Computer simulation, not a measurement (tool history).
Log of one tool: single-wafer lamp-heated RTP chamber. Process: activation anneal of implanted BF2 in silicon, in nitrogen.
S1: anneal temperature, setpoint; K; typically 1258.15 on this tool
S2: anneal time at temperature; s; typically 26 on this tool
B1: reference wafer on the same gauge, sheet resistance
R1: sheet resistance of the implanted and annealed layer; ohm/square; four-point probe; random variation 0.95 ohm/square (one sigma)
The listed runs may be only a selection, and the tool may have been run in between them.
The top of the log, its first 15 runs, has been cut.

run 16 hour=370.3 | S1=1258.15 S2=26 | B1=215.87 | R1=181.63
run 17 hour=390.9 | S1=1237.15 S2=26 | B1=216.1 | R1=215.08
-- hour=435.9 reflector plate cleaned
-- hour=443.9 gauge calibrated
run 18 hour=488.4 | S1=1258.15 S2=26 | B1=216.02 | R1=185.35
run 19 hour=501.2 | S1=1258.15 S2=26 | B1=215.96 | R1=183.53
run 20 hour=536 | S1=1240.15 S2=26 | B1=215.83 | R1=207.49
run 21 hour=554.9 | S1=1285.15 S2=34 | B1=215.95 | R1=143.32
run 22 hour=584.6 | S1=1272.15 S2=38 | B1=216.24 | R1=151.33
-- hour=596.5 pyrometer window cleaned and pyrometer calibrated
run 23 hour=610.7 | S1=1233.15 S2=37 | B1=216.06 | R1=221.53
run 24 hour=638.3 | S1=1275.15 S2=35 | B1=216.03 | R1=158.73
run 25 hour=667 | S1=1258.15 S2=39 | B1=215.85 | R1=176.35
run 26 hour=691.2 | S1=1234.15 S2=41 | B1=216.18 | R1=216.3
run 27 hour=717.1 | S1=1233.15 S2=39 | B1=216.12 | R1=219.82
run 28 hour=751.6 | S1=1232.15 S2=10 | B1=216 | R1=245.7
run 29 hour=767.3 | S1=1258.15 S2=26 | B1=215.8 | R1=187.03
run 30 hour=795.7 | S1=1258.15 S2=26 | B1=215.83 | R1=184.09
run 31 hour=813.7 | S1=1279.15 S2=34 | B1=216.06 | R1=149.14
run 32 hour=826.2 | S1=1258.15 S2=26 | B1=216.05 | R1=181.58
run 33 hour=859.2 | S1=1258.15 S2=34 | B1=216.15 | R1=172.41
-- hour=926.4 pyrometer window cleaned and pyrometer calibrated
run 34 hour=926.9 | S1=1279.15 S2=40 | B1=215.59 | R1=147.73
run 35 hour=935 | S1=1258.15 S2=12 | B1=216.33 | R1=206.73
run 36 hour=954 | S1=1258.15 S2=18 | B1=215.69 | R1=195.56
run 37 hour=970.8 | S1=1258.15 S2=20 | B1=215.69 | R1=192.32
run 38 hour=999 | S1=1258.15 S2=26 | B1=216.21 | R1=187.09

Each row is a separate what-if for the run after 38, all from the same tool condition, not one after another. Results?
run A hour=999.4 | S1=1258.15 S2=26 | B1=? | R1=?
run B hour=999.4 | S1=1258.15 S2=31 | B1=? | R1=?
run C hour=999.4 | S1=1239.15 S2=26 | B1=? | R1=?

run=A B1=215.84 R1=185.48
run=B B1=215.84 R1=180.59
run=C B1=215.84 R1=215.58
The same runs, with their run-to-run variation unchanged, on a tool lacking any hidden condition would have given:
run=A R1=192.34
run=B R1=187.44
run=C R1=223.41
